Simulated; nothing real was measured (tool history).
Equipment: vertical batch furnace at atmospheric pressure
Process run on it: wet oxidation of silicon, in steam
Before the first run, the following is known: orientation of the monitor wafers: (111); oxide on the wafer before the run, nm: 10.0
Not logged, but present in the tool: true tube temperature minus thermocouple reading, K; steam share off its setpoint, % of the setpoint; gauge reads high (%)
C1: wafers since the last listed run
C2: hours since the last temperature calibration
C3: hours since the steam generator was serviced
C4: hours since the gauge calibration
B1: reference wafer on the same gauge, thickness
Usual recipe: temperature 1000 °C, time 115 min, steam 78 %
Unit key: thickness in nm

{"run": 1, "hour": 0.0, "temperature": 1000, "time": 115, "steam": 78, "C1": 0, "C2": 3341, "C3": 3410.8, "C4": 173, "B1": 548.99, "thickness": 590.58}
{"run": 2, "hour": 33.5, "temperature": 1000, "time": 115, "steam": 78, "C1": 243, "C2": 3374.5, "C3": 3444.3, "C4": 206.5, "B1": 548.9, "thickness": 593.16}
{"run": 3, "hour": 57.6, "temperature": 1000, "time": 115, "steam": 78, "C1": 175, "C2": 3398.6, "C3": 3468.4, "C4": 230.6, "B1": 549.08, "thickness": 591.87}
{"run": 4, "hour": 86.3, "temperature": 1000, "time": 115, "steam": 78, "C1": 208, "C2": 3427.3, "C3": 3497.1, "C4": 259.3, "B1": 549.01, "thickness": 593.18}
{"run": 5, "hour": 128.1, "temperature": 1000, "time": 115, "steam": 78, "C1": 303, "C2": 3469.1, "C3": 3538.9, "C4": 301.1, "B1": 548.99, "thickness": 591.62}
{"run": 6, "hour": 177.8, "temperature": 1000, "time": 115, "steam": 78, "C1": 361, "C2": 3518.8, "C3": 3588.6, "C4": 350.8, "B1": 548.95, "thickness": 592.17}
{"run": 7, "hour": 203.9, "temperature": 1000, "time": 115, "steam": 78, "C1": 189, "C2": 3544.9, "C3": 3614.7, "C4": 376.9, "B1": 549.04, "thickness": 592.94}
{"run": 8, "hour": 253.4, "temperature": 1000, "time": 115, "steam": 78, "C1": 359, "C2": 3594.4, "C3": 3664.2, "C4": 426.4, "B1": 549.06, "thickness": 590.5}
{"run": 9, "hour": 301.9, "temperature": 1000, "time": 115, "steam": 78, "C1": 352, "C2": 3642.9, "C3": 3712.7, "C4": 474.9, "B1": 548.96, "thickness": 593.3}
{"run": 10, "hour": 331.4, "temperature": 1000, "time": 115, "steam": 78, "C1": 214, "C2": 3672.4, "C3": 3742.2, "C4": 504.4, "B1": 548.94, "thickness": 591.85}
{"run": 11, "hour": 401.7, "temperature": 1000, "time": 115, "steam": 78, "C1": 511, "C2": 3742.7, "C3": 3812.5, "C4": 574.7, "B1": 549.05, "thickness": 590.09}
{"run": 12, "hour": 441.0, "temperature": 992, "time": 163.5, "steam": 89, "C1": 285, "C2": 3782, "C3": 3851.8, "C4": 614, "B1": 548.98, "thickness": 755.03}
{"run": 13, "hour": 472.1, "temperature": 1020, "time": 115, "steam": 78, "C1": 226, "C2": 3813.1, "C3": 3882.9, "C4": 645.1, "B1": 549.05, "thickness": 650.26}
{"hour": 499.8, "done": "gauge calibrated"}
{"run": 14, "hour": 521.5, "temperature": 990, "time": 115, "steam": 78, "C1": 359, "C2": 3862.5, "C3": 3932.3, "C4": 21.7, "B1": 549, "thickness": 564.02}
{"hour": 575.9, "done": "thermocouples replaced and temperature profile calibrated"}
{"run": 15, "hour": 576.4, "temperature": 1000, "time": 115, "steam": 78, "C1": 224, "C2": 0.5, "C3": 3987.2, "C4": 76.6, "B1": 548.88, "thickness": 577.81}
{"run": 16, "hour": 626.6, "temperature": 1023, "time": 95, "steam": 71, "C1": 364, "C2": 50.7, "C3": 4037.4, "C4": 126.8, "B1": 549.02, "thickness": 544.84}
{"hour": 652.9, "done": "steam generator serviced"}
{"run": 17, "hour": 657.0, "temperature": 1000, "time": 115, "steam": 78, "C1": 46, "C2": 81.1, "C3": 4.1, "C4": 157.2, "B1": 549.03, "thickness": 604.6}
{"run": 18, "hour": 726.3, "temperature": 1014, "time": 149, "steam": 68, "C1": 503, "C2": 150.4, "C3": 73.4, "C4": 226.5, "B1": 549.01, "thickness": 693.63}
{"run": 19, "hour": 771.1, "temperature": 975, "time": 145.5, "steam": 75, "C1": 325, "C2": 195.2, "C3": 118.2, "C4": 271.3, "B1": 548.92, "thickness": 595.91}
{"run": 20, "hour": 801.9, "temperature": 1000, "time": 115, "steam": 78, "C1": 223, "C2": 226, "C3": 149, "C4": 302.1, "B1": 548.88, "thickness": 603.47}
{"run": 21, "hour": 842.3, "temperature": 1009, "time": 152.5, "steam": 82, "C1": 293, "C2": 266.4, "C3": 189.4, "C4": 342.5, "B1": 548.9, "thickness": 763.54}
{"run": 22, "hour": 898.2, "temperature": 1000, "time": 72.5, "steam": 87, "C1": 406, "C2": 322.3, "C3": 245.3, "C4": 398.4, "B1": 549.1, "thickness": 488.98}
{"run": 23, "hour": 969.1, "temperature": 976, "time": 144, "steam": 78, "C1": 515, "C2": 393.2, "C3": 316.2, "C4": 469.3, "B1": 548.98, "thickness": 609.42}

List, for all runs, the conditions of the tool that the log does not record:
gauge reads high (%): 0 across all the runs
H1: true tube temperature minus thermocouple reading, K
H2: steam share off its setpoint, % of the setpoint
run=1 H1=3.81 H2=-6.59
run=2 H1=3.89 H2=-6.65
run=3 H1=3.94 H2=-6.69
run=4 H1=4 H2=-6.74
run=5 H1=4.1 H2=-6.81
run=6 H1=4.21 H2=-6.9
run=7 H1=4.27 H2=-6.95
run=8 H1=4.39 H2=-7.03
run=9 H1=4.5 H2=-7.12
run=10 H1=4.58 H2=-7.17
run=11 H1=4.75 H2=-7.29
run=12 H1=4.84 H2=-7.36
run=13 H1=4.92 H2=-7.42
run=14 H1=5.05 H2=-7.5
run=15 H1=0.0672 H2=-7.6
run=16 H1=0.0681 H2=-7.69
run=17 H1=0.0694 H2=-0.0464
run=18 H1=0.0747 H2=-0.168
run=19 H1=0.0797 H2=-0.247
run=20 H1=0.084 H2=-0.301
run=21 H1=0.0905 H2=-0.371
run=22 H1=0.101 H2=-0.469
run=23 H1=0.118 H2=-0.594

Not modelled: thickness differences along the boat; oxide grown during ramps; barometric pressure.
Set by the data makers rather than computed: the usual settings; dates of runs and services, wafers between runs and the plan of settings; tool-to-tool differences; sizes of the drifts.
